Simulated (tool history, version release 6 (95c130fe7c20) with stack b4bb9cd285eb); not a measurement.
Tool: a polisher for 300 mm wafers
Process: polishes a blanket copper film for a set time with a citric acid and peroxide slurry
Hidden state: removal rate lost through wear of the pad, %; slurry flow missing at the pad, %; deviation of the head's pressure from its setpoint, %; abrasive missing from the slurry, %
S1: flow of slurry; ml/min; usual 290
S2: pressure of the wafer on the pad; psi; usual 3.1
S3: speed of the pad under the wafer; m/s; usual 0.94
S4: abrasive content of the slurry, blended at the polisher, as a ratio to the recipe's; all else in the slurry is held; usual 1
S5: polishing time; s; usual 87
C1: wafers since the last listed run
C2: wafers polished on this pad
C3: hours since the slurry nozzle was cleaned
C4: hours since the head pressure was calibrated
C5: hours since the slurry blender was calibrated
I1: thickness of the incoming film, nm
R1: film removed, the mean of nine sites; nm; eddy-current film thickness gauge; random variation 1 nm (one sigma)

{"run": 1, "hour": 0.0, "S1": 290, "S2": 3.1, "S3": 0.94, "S4": 1, "S5": 87, "C1": 0, "C2": 474, "C3": 119.5, "C4": 41.5, "C5": 200.6, "I1": 816.3, "R1": 155.6}
{"run": 2, "hour": 41.2, "S1": 290, "S2": 3.1, "S3": 0.94, "S4": 1, "S5": 87, "C1": 327, "C2": 801, "C3": 160.7, "C4": 82.7, "C5": 241.8, "I1": 796.1, "R1": 154}
{"run": 3, "hour": 111.7, "S1": 290, "S2": 3.1, "S3": 0.94, "S4": 1, "S5": 87, "C1": 559, "C2": 1361, "C3": 231.2, "C4": 153.2, "C5": 312.3, "I1": 794.4, "R1": 153.1}
{"hour": 144.0, "done": "worn pad replaced by a new one"}
{"hour": 150.2, "done": "slurry blender recalibrated"}
{"run": 4, "hour": 157.6, "S1": 290, "S2": 3.1, "S3": 0.94, "S4": 1, "S5": 87, "C1": 316, "C2": 91, "C3": 277.1, "C4": 199.1, "C5": 7.4, "I1": 805.4, "R1": 151.2}
{"run": 5, "hour": 200.3, "S1": 290, "S2": 3.1, "S3": 0.94, "S4": 1, "S5": 87, "C1": 339, "C2": 430, "C3": 319.8, "C4": 241.8, "C5": 50.1, "I1": 806.8, "R1": 150.5}
{"run": 6, "hour": 259.4, "S1": 290, "S2": 3.1, "S3": 0.94, "S4": 1, "S5": 87, "C1": 469, "C2": 900, "C3": 378.9, "C4": 300.9, "C5": 109.2, "I1": 799.4, "R1": 148.7}
{"hour": 308.7, "done": "head pressure recalibrated"}
{"run": 7, "hour": 311.2, "S1": 290, "S2": 3.1, "S3": 0.94, "S4": 0.85, "S5": 87, "C1": 395, "C2": 1295, "C3": 430.7, "C4": 2.5, "C5": 161, "I1": 804.1, "R1": 148.8}
{"hour": 358.7, "done": "worn pad replaced by a new one"}
{"run": 8, "hour": 365.2, "S1": 240, "S2": 3.1, "S3": 0.68, "S4": 1, "S5": 87, "C1": 396, "C2": 51, "C3": 484.7, "C4": 56.5, "C5": 215, "I1": 811.3, "R1": 110.9}
{"run": 9, "hour": 428.1, "S1": 375, "S2": 2.6, "S3": 0.94, "S4": 1, "S5": 87, "C1": 499, "C2": 550, "C3": 547.6, "C4": 119.4, "C5": 277.9, "I1": 798.5, "R1": 135.1}

The next listed run, before its measurement:
{"run": 10, "hour": 462.1, "S1": 290, "S2": 3.1, "S3": 0.94, "S4": 1, "S5": 87, "C1": 269, "C2": 820, "C3": 581.6, "C4": 153.4, "C5": 311.9, "I1": 795.8, "R1": "?"}

Run 10 gave R1 152.8 nm.
Without the tool's hidden state the same run would have given R1 156.7 nm.

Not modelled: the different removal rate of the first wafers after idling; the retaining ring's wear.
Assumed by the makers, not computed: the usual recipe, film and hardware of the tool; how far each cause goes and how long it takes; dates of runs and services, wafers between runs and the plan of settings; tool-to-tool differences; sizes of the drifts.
